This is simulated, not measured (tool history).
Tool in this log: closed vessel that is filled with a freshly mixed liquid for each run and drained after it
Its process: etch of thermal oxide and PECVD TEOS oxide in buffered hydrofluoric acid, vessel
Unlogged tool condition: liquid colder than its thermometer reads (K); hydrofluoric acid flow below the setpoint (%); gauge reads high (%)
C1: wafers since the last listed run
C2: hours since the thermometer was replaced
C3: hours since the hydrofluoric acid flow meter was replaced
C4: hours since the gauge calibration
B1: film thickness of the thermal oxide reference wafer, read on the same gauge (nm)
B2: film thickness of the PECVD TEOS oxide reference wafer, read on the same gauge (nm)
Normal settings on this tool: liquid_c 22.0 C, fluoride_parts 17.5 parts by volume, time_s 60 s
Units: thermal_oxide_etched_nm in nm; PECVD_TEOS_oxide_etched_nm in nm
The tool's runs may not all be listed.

run 1 hour=0.0 | liquid_c=24.0 fluoride_parts=17.5 time_s=60 | C1=0 C2=323.8 C3=947.1 C4=403.8 | B1=130.01 B2=120.01 | thermal_oxide_etched_nm=32.78 PECVD_TEOS_oxide_etched_nm=38.56
run 2 hour=18.1 | liquid_c=22.0 fluoride_parts=17.5 time_s=60 | C1=1411 C2=341.9 C3=965.2 C4=421.9 | B1=129.99 B2=120.01 | thermal_oxide_etched_nm=29.29 PECVD_TEOS_oxide_etched_nm=34.81
run 3 hour=34.2 | liquid_c=22.0 fluoride_parts=17.5 time_s=60 | C1=1255 C2=358.0 C3=981.3 C4=438.0 | B1=130.00 B2=119.97 | thermal_oxide_etched_nm=29.25 PECVD_TEOS_oxide_etched_nm=34.81
run 4 hour=50.2 | liquid_c=22.0 fluoride_parts=17.5 time_s=60 | C1=1248 C2=374.0 C3=997.3 C4=454.0 | B1=130.01 B2=119.99 | thermal_oxide_etched_nm=29.28 PECVD_TEOS_oxide_etched_nm=35.02
run 5 hour=68.5 | liquid_c=22.0 fluoride_parts=17.5 time_s=60 | C1=1427 C2=392.3 C3=1015.6 C4=472.3 | B1=130.01 B2=120.03 | thermal_oxide_etched_nm=29.25 PECVD_TEOS_oxide_etched_nm=34.66
run 6 hour=103.9 | liquid_c=22.0 fluoride_parts=17.5 time_s=60 | C1=2761 C2=427.7 C3=1051.0 C4=507.7 | B1=130.01 B2=120.00 | thermal_oxide_etched_nm=28.92 PECVD_TEOS_oxide_etched_nm=34.45
run 7 hour=115.9 | liquid_c=22.0 fluoride_parts=17.5 time_s=60 | C1=936 C2=439.7 C3=1063.0 C4=519.7 | B1=130.01 B2=120.00 | thermal_oxide_etched_nm=29.16 PECVD_TEOS_oxide_etched_nm=34.75
run 8 hour=138.8 | liquid_c=22.0 fluoride_parts=17.5 time_s=45 | C1=1786 C2=462.6 C3=1085.9 C4=542.6 | B1=130.01 B2=119.98 | thermal_oxide_etched_nm=21.84 PECVD_TEOS_oxide_etched_nm=25.92
run 9 hour=173.6 | liquid_c=22.0 fluoride_parts=17.5 time_s=60 | C1=2714 C2=497.4 C3=1120.7 C4=577.4 | B1=130.00 B2=119.99 | thermal_oxide_etched_nm=29.05 PECVD_TEOS_oxide_etched_nm=34.21
run 10 hour=196.9 | liquid_c=22.0 fluoride_parts=17.5 time_s=60 | C1=1817 C2=520.7 C3=1144.0 C4=600.7 | B1=129.99 B2=120.01 | thermal_oxide_etched_nm=29.15 PECVD_TEOS_oxide_etched_nm=34.54
run 11 hour=209.1 | liquid_c=22.0 fluoride_parts=17.5 time_s=60 | C1=951 C2=532.9 C3=1156.2 C4=612.9 | B1=129.99 B2=120.01 | thermal_oxide_etched_nm=29.04 PECVD_TEOS_oxide_etched_nm=34.76
run 12 hour=238.3 | liquid_c=22.0 fluoride_parts=17.5 time_s=60 | C1=2277 C2=562.1 C3=1185.4 C4=642.1 | B1=130.00 B2=120.03 | thermal_oxide_etched_nm=28.71 PECVD_TEOS_oxide_etched_nm=34.46
run 13 hour=317.4 | liquid_c=23.5 fluoride_parts=10.5 time_s=60 | C1=6170 C2=641.2 C3=1264.5 C4=721.2 | B1=130.00 B2=119.98 | thermal_oxide_etched_nm=51.62 PECVD_TEOS_oxide_etched_nm=61.42
run 14 hour=351.2 | liquid_c=22.0 fluoride_parts=17.5 time_s=85 | C1=2636 C2=675.0 C3=1298.3 C4=755.0 | B1=129.99 B2=119.98 | thermal_oxide_etched_nm=40.65 PECVD_TEOS_oxide_etched_nm=48.43
run 15 hour=381.1 | liquid_c=22.0 fluoride_parts=13.0 time_s=60 | C1=2332 C2=704.9 C3=1328.2 C4=784.9 | B1=130.00 B2=119.99 | thermal_oxide_etched_nm=38.39 PECVD_TEOS_oxide_etched_nm=45.58
-- hour=386.7 thermometer replaced
run 16 hour=407.0 | liquid_c=19.5 fluoride_parts=17.5 time_s=60 | C1=1942 C2=20.3 C3=1354.1 C4=810.8 | B1=130.00 B2=120.00 | thermal_oxide_etched_nm=24.99 PECVD_TEOS_oxide_etched_nm=29.77
-- hour=416.0 hydrofluoric acid flow meter replaced
-- hour=482.6 gauge calibrated
run 17 hour=487.7 | liquid_c=17.0 fluoride_parts=12.5 time_s=70 | C1=6217 C2=101.0 C3=71.7 C4=5.1 | B1=130.00 B2=119.99 | thermal_oxide_etched_nm=38.03 PECVD_TEOS_oxide_etched_nm=45.55
run 18 hour=571.7 | liquid_c=22.0 fluoride_parts=17.5 time_s=60 | C1=6552 C2=185.0 C3=155.7 C4=89.1 | B1=130.00 B2=120.02 | thermal_oxide_etched_nm=30.57 PECVD_TEOS_oxide_etched_nm=36.69
run 19 hour=677.7 | liquid_c=22.0 fluoride_parts=19.5 time_s=45 | C1=8269 C2=291.0 C3=261.7 C4=195.1 | B1=130.03 B2=120.00 | thermal_oxide_etched_nm=20.75 PECVD_TEOS_oxide_etched_nm=24.59
run 20 hour=693.3 | liquid_c=18.5 fluoride_parts=20.5 time_s=30 | C1=1216 C2=306.6 C3=277.3 C4=210.7 | B1=130.00 B2=120.01 | thermal_oxide_etched_nm=10.89 PECVD_TEOS_oxide_etched_nm=12.86
run 21 hour=709.7 | liquid_c=20.0 fluoride_parts=17.5 time_s=80 | C1=1279 C2=323.0 C3=293.7 C4=227.1 | B1=130.01 B2=119.98 | thermal_oxide_etched_nm=36.28 PECVD_TEOS_oxide_etched_nm=43.07
run 22 hour=739.6 | liquid_c=22.0 fluoride_parts=17.5 time_s=60 | C1=2332 C2=352.9 C3=323.6 C4=257.0 | B1=129.99 B2=120.02 | thermal_oxide_etched_nm=30.69 PECVD_TEOS_oxide_etched_nm=36.38
run 23 hour=774.7 | liquid_c=22.0 fluoride_parts=17.5 time_s=60 | C1=2738 C2=388.0 C3=358.7 C4=292.1 | B1=130.02 B2=119.98 | thermal_oxide_etched_nm=30.43 PECVD_TEOS_oxide_etched_nm=35.86
run 24 hour=801.6 | liquid_c=20.5 fluoride_parts=22.5 time_s=75 | C1=2098 C2=414.9 C3=385.6 C4=319.0 | B1=130.00 B2=120.01 | thermal_oxide_etched_nm=28.44 PECVD_TEOS_oxide_etched_nm=33.90
run 25 hour=837.5 | liquid_c=23.5 fluoride_parts=14.5 time_s=60 | C1=2800 C2=450.8 C3=421.5 C4=354.9 | B1=130.00 B2=120.00 | thermal_oxide_etched_nm=39.48 PECVD_TEOS_oxide_etched_nm=47.49
run 26 hour=862.5 | liquid_c=25.0 fluoride_parts=17.5 time_s=45 | C1=1950 C2=475.8 C3=446.5 C4=379.9 | B1=130.00 B2=119.98 | thermal_oxide_etched_nm=26.82 PECVD_TEOS_oxide_etched_nm=32.05
run 27 hour=885.4 | liquid_c=17.0 fluoride_parts=22.0 time_s=80 | C1=1786 C2=498.7 C3=469.4 C4=402.8 | B1=130.01 B2=120.00 | thermal_oxide_etched_nm=25.34 PECVD_TEOS_oxide_etched_nm=29.84

Predict each of these 3 candidate next runs independently; none follows another, all start after run 27:
run A hour=886.1 | liquid_c=22.0 fluoride_parts=17.5 time_s=60 | C1=54 C2=499.4 C3=470.1 C4=403.5 | B1=? B2=? | thermal_oxide_etched_nm=? PECVD_TEOS_oxide_etched_nm=?
run B hour=886.1 | liquid_c=24.5 fluoride_parts=23.5 time_s=45 | C1=54 C2=499.4 C3=470.1 C4=403.5 | B1=? B2=? | thermal_oxide_etched_nm=? PECVD_TEOS_oxide_etched_nm=?
run C hour=886.1 | liquid_c=23.5 fluoride_parts=20.5 time_s=60 | C1=54 C2=499.4 C3=470.1 C4=403.5 | B1=? B2=? | thermal_oxide_etched_nm=? PECVD_TEOS_oxide_etched_nm=?

run=A B1=130.00 B2=119.99 thermal_oxide_etched_nm=30.39 PECVD_TEOS_oxide_etched_nm=36.33
run=B B1=130.00 B2=119.99 thermal_oxide_etched_nm=20.70 PECVD_TEOS_oxide_etched_nm=24.74
run=C B1=130.00 B2=119.99 thermal_oxide_etched_nm=28.70 PECVD_TEOS_oxide_etched_nm=34.31
What these runs would have given with no unlogged condition in the tool:
run=A thermal_oxide_etched_nm=31.28 PECVD_TEOS_oxide_etched_nm=37.40
run=B thermal_oxide_etched_nm=21.12 PECVD_TEOS_oxide_etched_nm=25.25
run=C thermal_oxide_etched_nm=29.29 PECVD_TEOS_oxide_etched_nm=35.01

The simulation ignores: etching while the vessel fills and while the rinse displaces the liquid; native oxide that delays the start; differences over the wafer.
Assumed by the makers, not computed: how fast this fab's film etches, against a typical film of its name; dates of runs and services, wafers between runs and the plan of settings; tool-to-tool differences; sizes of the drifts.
